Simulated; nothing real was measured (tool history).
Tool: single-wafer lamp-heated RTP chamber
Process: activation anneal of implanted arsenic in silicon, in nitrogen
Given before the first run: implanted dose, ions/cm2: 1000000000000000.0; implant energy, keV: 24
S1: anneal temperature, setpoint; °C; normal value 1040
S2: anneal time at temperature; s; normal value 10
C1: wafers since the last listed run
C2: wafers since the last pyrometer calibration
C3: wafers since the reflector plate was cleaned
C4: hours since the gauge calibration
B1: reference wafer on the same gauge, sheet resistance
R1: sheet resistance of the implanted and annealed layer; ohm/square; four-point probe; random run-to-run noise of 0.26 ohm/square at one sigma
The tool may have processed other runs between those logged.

run   hour    S1  S2   C1    C2     C3     C4      B1      R1
  1      0  1061  10    0  6616   9167    115  144.99  130.82
  2   12.4  1061  10  127  6744   9295  127.4  144.95  130.36
  3   21.7  1040  10   95  6840   9391  136.7  144.91  134.37
  4   38.7  1040  10  175  7015   9566  153.7     145  133.89
  5     50  1040  14  116  7132   9683    165  145.01  131.61
  6   63.5  1040  14  139  7271   9822  178.5  145.01  131.19
  7   73.5  1040  10  103  7374   9925  188.5  145.02  133.77
  8   85.2  1040   8  120  7495  10046  200.2  144.99  135.28
  9   94.7  1040   8   98  7593  10144  209.7  144.96  135.69
 10  102.9  1040  10   84  7678  10229  217.9  145.03  133.98
 11  116.1  1040  10  136  7814  10365  231.1  144.94  133.95
 12  131.6  1040  10  159  7974  10525  246.6  144.99  133.67
 13  141.4  1048  10  101  8075  10626  256.4     145  132.34
 14  159.2  1048  10  183  8259  10810  274.2  145.03   132.6
     169.1  -- pyrometer window cleaned and pyrometer calibrated
 15  175.5  1040  10   85    65  10895  290.5  144.95  135.58
 16  188.8  1040  10  137   202  11033  303.8  144.95  135.53
     230.9  -- reflector plate cleaned
 17  239.9  1040  10  444   647     92  354.9  145.03  135.92
 18  246.8  1011   8   71   718    164  361.8  144.93  144.14
 19  255.6  1040   7   90   809    254  370.6  144.98  138.59
 20  271.7  1018  13  166   975    421  386.7  145.02   137.5
 21  289.3  1052  10  181  1157    602  404.3  144.99  133.28
 22  302.2  1040  10  133  1290    735  417.2  145.02  135.62
 23  310.1  1056   5   81  1372    817  425.1  145.07  138.04
 24  327.1  1064  13  175  1547    992  442.1  145.02  129.13
     335.6  -- gauge calibrated
 25  340.6  1069  12  139  1686   1132      5  144.93  128.74
 26  352.4  1040  10  121  1808   1253   16.8  145.01  135.11
 27  369.3  1068  13  174  1983   1428   33.7  145.02  127.78
 28  380.9  1040   4  119  2102   1548   45.3  145.01  142.86
 29  392.8  1022   8  122  2225   1670   57.2     145  140.83
 30  405.9  1024   7  135  2360   1806   70.3  145.05   141.5
 31  411.9  1054   4   61  2422   1867   76.3  144.94  139.94
 32  418.3  1029   6   66  2488   1933   82.7     145   141.2
 33  428.1  1040  10  101  2589   2035   92.5  144.97   135.1

A few steps of R1 between consecutive runs. Split each: what settings, incoming material and random variation would produce without the hidden state, and what is left over for the hidden state, along with gauge scatter present in only one of the two compared results (measured, and without hidden state):
The tool's hidden condition here consists of: true wafer temperature minus pyrometer reading, K; wafer temperature error from the tarnished reflector plate, K; gauge reads high (%).
Run 14 -> 15: S1 1048 -> 1040, pyrometer window cleaned and pyrometer calibrated. R1 +2.98 ohm/square: hidden state +2.11, all else +0.87.
Run 17 -> 18: S1 1040 -> 1011, S2 10 -> 8. R1 +8.22 ohm/square: hidden state -0.22, all else +8.44.
Run 23 -> 24: S1 1056 -> 1064, S2 5 -> 13. R1 -8.91 ohm/square: hidden state -0.11, all else -8.8.
Run 27 -> 28: S1 1068 -> 1040, S2 13 -> 4. R1 +15.08 ohm/square: hidden state -0.15, all else +15.23.
Run 30 -> 31: S1 1024 -> 1054, S2 7 -> 4. R1 -1.56 ohm/square: hidden state +0.28, all else -1.84.
Run 31 -> 32: S1 1054 -> 1029, S2 4 -> 6. R1 +1.26 ohm/square: hidden state -0.29, all else +1.55.

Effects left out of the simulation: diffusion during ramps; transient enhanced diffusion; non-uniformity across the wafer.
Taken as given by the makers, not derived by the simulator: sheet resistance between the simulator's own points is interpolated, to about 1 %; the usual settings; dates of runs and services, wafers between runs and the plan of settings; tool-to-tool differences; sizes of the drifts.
